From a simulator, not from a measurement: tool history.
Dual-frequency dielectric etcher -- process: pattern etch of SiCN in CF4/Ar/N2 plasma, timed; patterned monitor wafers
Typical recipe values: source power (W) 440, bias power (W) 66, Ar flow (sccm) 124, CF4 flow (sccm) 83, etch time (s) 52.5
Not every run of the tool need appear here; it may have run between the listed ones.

run	hour	source power (W)	bias power (W)	Ar flow (sccm)	CF4 flow (sccm)	etch time (s)	wafers since the last listed run	hours since the last wet clean	hours since the last source power generator calibration	hours since the last bias power generator calibration	hours since the last Ar flow controller change	hours since the last CF4 flow controller change	hours since the last upper electrode change	hours since the gauge calibration	read-back reference wafer on the same gauge, depth_nm	mean etch depth across the wafer (Å)
1	0.0	540	74	124	88	59.0	0	460.4	3196.5	700.2	3379.8	571.4	675.0	49.3	42.48	515.1
2	28.8	520	56	114	98	52.5	441	489.2	3225.3	729.0	3408.6	600.2	703.8	78.1	42.49	430.7
# hour 61.9: Ar flow controller replaced
# hour 78.8: wet clean of the chamber
3	79.3	500	66	124	83	52.5	423	0.5	3275.8	779.5	17.4	650.7	754.3	128.6	42.47	412.7
4	124.2	440	71	124	83	42.0	687	45.4	3320.7	824.4	62.3	695.6	799.2	173.5	42.44	290.5
5	158.0	520	51	98	63	52.5	517	79.2	3354.5	858.2	96.1	729.4	833.0	207.3	42.49	394.0
6	216.7	440	66	135	83	45.0	899	137.9	3413.2	916.9	154.8	788.1	891.7	266.0	42.42	301.6
# hour 266.9: source power generator calibrated
7	284.6	440	66	124	83	52.5	979	205.8	17.7	984.8	222.7	856.0	959.6	333.9	42.53	372.9
8	334.2	330	54	124	83	52.5	759	255.4	67.3	1034.4	272.3	905.6	1009.2	383.5	42.40	260.5
9	360.2	530	66	142	78	57.0	398	281.4	93.3	1060.4	298.3	931.6	1035.2	409.5	42.49	472.6
10	497.7	440	66	146	83	52.5	2106	418.9	230.8	1197.9	435.8	1069.1	1172.7	547.0	42.51	360.5
11	567.0	340	54	124	66	52.5	1061	488.2	300.1	1267.2	505.1	1138.4	1242.0	616.3	42.58	257.5
12	595.5	380	66	109	83	52.5	436	516.7	328.6	1295.7	533.6	1166.9	1270.5	644.8	42.43	324.6
13	650.5	530	66	124	83	52.5	842	571.7	383.6	1350.7	588.6	1221.9	1325.5	699.8	42.38	452.2
# hour 680.9: wet clean of the chamber
14	683.4	440	66	124	83	52.5	136	2.5	416.5	1383.6	621.5	1254.8	1358.4	732.7	42.56	371.8
15	716.1	330	66	124	101	59.5	501	35.2	449.2	1416.3	654.2	1287.5	1391.1	765.4	42.46	318.9
16	764.4	440	66	100	96	52.5	740	83.5	497.5	1464.6	702.5	1335.8	1439.4	813.7	42.51	402.9
17	800.1	440	76	134	76	52.5	546	119.2	533.2	1500.3	738.2	1371.5	1475.1	849.4	42.54	371.4
18	846.2	440	66	124	83	52.5	706	165.3	579.3	1546.4	784.3	1417.6	1521.2	895.5	42.49	371.2
19	904.1	440	66	124	64	52.5	887	223.2	637.2	1604.3	842.2	1475.5	1579.1	953.4	42.48	350.4
20	971.3	400	66	113	83	46.5	1029	290.4	704.4	1671.5	909.4	1542.7	1646.3	1020.6	42.55	301.5

5 ways to go on from here, each from the tool as it stands after run 20. What would each give?
A	971.7	440	66	124	83	52.5	6	290.8	704.8	1671.9	909.8	1543.1	1646.7	1021.0	?	?
B	971.7	440	66	137	83	52.5	6	290.8	704.8	1671.9	909.8	1543.1	1646.7	1021.0	?	?
C	971.7	440	66	98	83	52.5	6	290.8	704.8	1671.9	909.8	1543.1	1646.7	1021.0	?	?
D	971.7	440	66	93	93	52.5	6	290.8	704.8	1671.9	909.8	1543.1	1646.7	1021.0	?	?
E	971.7	440	66	124	83	58.5	6	290.8	704.8	1671.9	909.8	1543.1	1646.7	1021.0	?	?

run	read-back reference wafer on the same gauge, depth_nm	mean etch depth across the wafer (Å)
A	42.45	367.4
B	42.45	360.1
C	42.45	385.3
D	42.45	396.9
E	42.45	409.4
Stripped of hidden state, with their random variation kept, the same runs would have yielded:
run	mean etch depth across the wafer (Å)
A	372.5
B	365.0
C	390.6
D	402.4
E	415.0

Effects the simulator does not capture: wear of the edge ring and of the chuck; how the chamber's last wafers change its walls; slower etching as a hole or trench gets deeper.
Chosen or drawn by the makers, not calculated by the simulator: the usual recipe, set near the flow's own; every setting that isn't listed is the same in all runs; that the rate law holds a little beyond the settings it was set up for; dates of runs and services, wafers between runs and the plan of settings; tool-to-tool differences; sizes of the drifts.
